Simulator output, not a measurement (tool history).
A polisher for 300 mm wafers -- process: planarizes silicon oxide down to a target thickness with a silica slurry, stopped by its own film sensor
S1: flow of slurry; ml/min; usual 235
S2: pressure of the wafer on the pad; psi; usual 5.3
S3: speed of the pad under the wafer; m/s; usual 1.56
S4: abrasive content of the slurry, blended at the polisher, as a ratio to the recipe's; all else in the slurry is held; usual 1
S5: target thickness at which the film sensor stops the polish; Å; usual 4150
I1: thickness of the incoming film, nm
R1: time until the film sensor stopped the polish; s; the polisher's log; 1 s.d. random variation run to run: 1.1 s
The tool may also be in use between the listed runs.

Run 1, hour 0: usual settings; I1 826.2. Result: R1 81 s.
Run 2, hour 48.5: usual settings; I1 821.1. Result: R1 85 s.
Run 3, hour 76.5: usual settings but S1 180 ml/min; I1 832. Result: R1 77.2 s.
Run 4, hour 279.1: usual settings but S1 195 ml/min, S2 4 psi, S5 4920 Å; I1 823.8. Result: R1 71.9 s.
Run 5, hour 338.9: usual settings but S2 3.5 psi, S4 0.85; I1 829.2. Result: R1 107.7 s.
Run 6, hour 394.4: usual settings but S2 4.7 psi, S5 5100 Å; I1 829. Result: R1 63.6 s.
Run 7, hour 446: usual settings but S1 295 ml/min, S3 1.22 m/s, S4 1.25, S5 3420 Å; I1 823.5. Result: R1 99.3 s.
Run 8, hour 516.3: usual settings; I1 829. Result: R1 84.3 s.
Run 9, hour 563.7: usual settings but S1 210 ml/min, S2 6.1 psi, S3 1.82 m/s, S5 3350 Å; I1 840.2. Result: R1 76.7 s.
Run 10, hour 596.9: usual settings but S2 6.4 psi; I1 815.2. Result: R1 57.6 s.
Run 11, hour 640.2: usual settings; I1 830.2. Result: R1 66.4 s.
Run 12, hour 695.7: usual settings; I1 844.6. Result: R1 73.6 s.
Run 13, hour 755.3: usual settings but S2 3.9 psi; I1 832.1. Result: R1 93.5 s.
Run 14, hour 813.6: usual settings but S1 295 ml/min, S3 1.96 m/s, S4 1.15; I1 818.4. Result: R1 58 s.
Run 15, hour 870.6: usual settings but S1 260 ml/min, S3 1.2 m/s; I1 815.3. Result: R1 91.5 s.
Run 16, hour 897.2: usual settings but S2 6 psi; I1 842.1. Result: R1 75 s.
Run 17, hour 937.5: usual settings but S1 165 ml/min, S2 6 psi, S3 2 m/s, S4 0.8; I1 837.6. Result: R1 72.1 s.
Run 18, hour 997.7: usual settings but S3 1.84 m/s, S4 1.25; I1 828.8. Result: R1 68.3 s.
Run 19, hour 1036.7: usual settings but S1 195 ml/min, S2 3.7 psi, S3 1.2 m/s, S4 1.2; I1 821.3. Result: R1 106.8 s.
Run 20, hour 1103.7: usual settings but S1 265 ml/min, S4 0.9, S5 5070 Å; I1 831.2. Result: R1 55 s.
Run 21, hour 1128.9: usual settings but S2 5.8 psi, S5 2740 Å; I1 829.4. Result: R1 82.9 s.
Run 22, hour 1162.7: usual settings but S1 160 ml/min, S5 2900 Å; I1 828.2. Result: R1 90.6 s.
Run 23, hour 1234.5: usual settings but S1 175 ml/min, S5 5490 Å; I1 830.4. Result: R1 49.2 s.
Run 24, hour 1286: usual settings; I1 835.8. Result: R1 73.2 s.

Not shown here: 12 entries made in the log between runs. Locate each between two listed runs and compare the hidden state at the listed run before it with the hidden state at the listed run after it:
In the gap between runs 2 and 3: slurry blender recalibrated (hour 62); conditioning disc replaced and pad reconditioned (hour 74.4)
  removal rate lost through wear of the pad, %: 12.3 -> 13.8; abrasive missing from the slurry, %: 28 -> 1.12
  measured result minus the result with no hidden state, R1: +20.6 -> +11 s
In the gap between runs 3 and 4: worn pad replaced by a new one (hour 83.5)
  removal rate lost through wear of the pad, %: 13.8 -> 3.41; abrasive missing from the slurry, %: 1.12 -> 12.5
  measured result minus the result with no hidden state, R1: +11 -> +6.3 s
In the gap between runs 6 and 7: slurry nozzle cleaned (hour 419.6)
  removal rate lost through wear of the pad, %: 6.87 -> 8.92; abrasive missing from the slurry, %: 19 -> 21.9
  measured result minus the result with no hidden state, R1: +9.6 -> +17.2 s
In the gap between runs 7 and 8: head pressure recalibrated (hour 515.4)
  removal rate lost through wear of the pad, %: 8.92 -> 12.2; abrasive missing from the slurry, %: 21.9 -> 25.9
  measured result minus the result with no hidden state, R1: +17.2 -> +19.5 s
In the gap between runs 8 and 9: conditioning disc replaced and pad reconditioned (hour 526.2); worn pad replaced by a new one (hour 549.8)
  removal rate lost through wear of the pad, %: 12.2 -> 0.679; abrasive missing from the slurry, %: 25.9 -> 28.5
  measured result minus the result with no hidden state, R1: +19.5 -> +11.1 s
In the gap between runs 9 and 10: slurry blender recalibrated (hour 588.9)
  removal rate lost through wear of the pad, %: 0.679 -> 0.799; abrasive missing from the slurry, %: 28.5 -> 6.13
  measured result minus the result with no hidden state, R1: +11.1 -> +2 s
In the gap between runs 16 and 17: slurry nozzle cleaned (hour 900.5)
  removal rate lost through wear of the pad, %: 7.81 -> 9.57; abrasive missing from the slurry, %: 23 -> 25.3
  measured result minus the result with no hidden state, R1: +13.4 -> +15.5 s
In the gap between runs 18 and 19: worn pad replaced by a new one (hour 1029)
  removal rate lost through wear of the pad, %: 12.5 -> 0.0522; abrasive missing from the slurry, %: 28.7 -> 30.9
  measured result minus the result with no hidden state, R1: +16.1 -> +15 s
In the gap between runs 19 and 20: slurry blender recalibrated (hour 1040.3); conditioning disc replaced and pad reconditioned (hour 1066.2)
  removal rate lost through wear of the pad, %: 0.0522 -> 0.379; abrasive missing from the slurry, %: 30.9 -> 3.76
  measured result minus the result with no hidden state, R1: +15 -> +1.1 s

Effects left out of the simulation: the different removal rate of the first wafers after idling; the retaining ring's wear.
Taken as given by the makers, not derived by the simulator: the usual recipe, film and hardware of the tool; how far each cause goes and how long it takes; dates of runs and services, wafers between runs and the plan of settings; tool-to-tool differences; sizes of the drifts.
